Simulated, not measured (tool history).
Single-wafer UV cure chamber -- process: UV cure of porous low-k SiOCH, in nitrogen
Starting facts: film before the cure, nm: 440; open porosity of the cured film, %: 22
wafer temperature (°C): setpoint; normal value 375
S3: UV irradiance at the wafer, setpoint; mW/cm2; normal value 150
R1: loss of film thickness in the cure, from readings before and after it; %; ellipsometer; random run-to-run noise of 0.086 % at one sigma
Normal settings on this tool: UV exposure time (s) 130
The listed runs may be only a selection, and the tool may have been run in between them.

run 1 hour=0 | wafer_temperature_(°C)=375 UV_exposure_time_(s)=130 S3=150 | R1=10.434
run 2 hour=13.3 | wafer_temperature_(°C)=375 UV_exposure_time_(s)=130 S3=150 | R1=10.408
run 3 hour=29.1 | wafer_temperature_(°C)=375 UV_exposure_time_(s)=130 S3=150 | R1=10.419
run 4 hour=108.5 | wafer_temperature_(°C)=375 UV_exposure_time_(s)=130 S3=159 | R1=10.595
-- hour=203.6 UV bulbs replaced
run 5 hour=204.1 | wafer_temperature_(°C)=375 UV_exposure_time_(s)=130 S3=159 | R1=10.821
run 6 hour=231.1 | wafer_temperature_(°C)=375 UV_exposure_time_(s)=130 S3=165 | R1=10.936
run 7 hour=244.4 | wafer_temperature_(°C)=375 UV_exposure_time_(s)=130 S3=150 | R1=10.491
-- hour=270.3 quartz window cleaned
run 8 hour=270.8 | wafer_temperature_(°C)=375 UV_exposure_time_(s)=130 S3=150 | R1=10.539
run 9 hour=288.6 | wafer_temperature_(°C)=375 UV_exposure_time_(s)=130 S3=150 | R1=10.601
run 10 hour=308.8 | wafer_temperature_(°C)=362 UV_exposure_time_(s)=175 S3=111 | R1=10.203
run 11 hour=409.1 | wafer_temperature_(°C)=375 UV_exposure_time_(s)=195 S3=116 | R1=11.119
run 12 hour=506.3 | wafer_temperature_(°C)=375 UV_exposure_time_(s)=130 S3=150 | R1=10.543
run 13 hour=522.6 | wafer_temperature_(°C)=375 UV_exposure_time_(s)=130 S3=123 | R1=9.641
run 14 hour=543.4 | wafer_temperature_(°C)=388 UV_exposure_time_(s)=130 S3=150 | R1=10.694
run 15 hour=561 | wafer_temperature_(°C)=392 UV_exposure_time_(s)=155 S3=150 | R1=11.622
run 16 hour=589 | wafer_temperature_(°C)=375 UV_exposure_time_(s)=130 S3=150 | R1=10.54
run 17 hour=622.2 | wafer_temperature_(°C)=375 UV_exposure_time_(s)=90 S3=150 | R1=8.949

Predict the results of run 18:
run 18 hour=638.6 | wafer_temperature_(°C)=367 UV_exposure_time_(s)=130 S3=150 | R1=?

{"run 18": {"R1": 10.34}}
On a tool with no hidden condition, and with the same random variation, this run would have come out at R1 10.34 %.
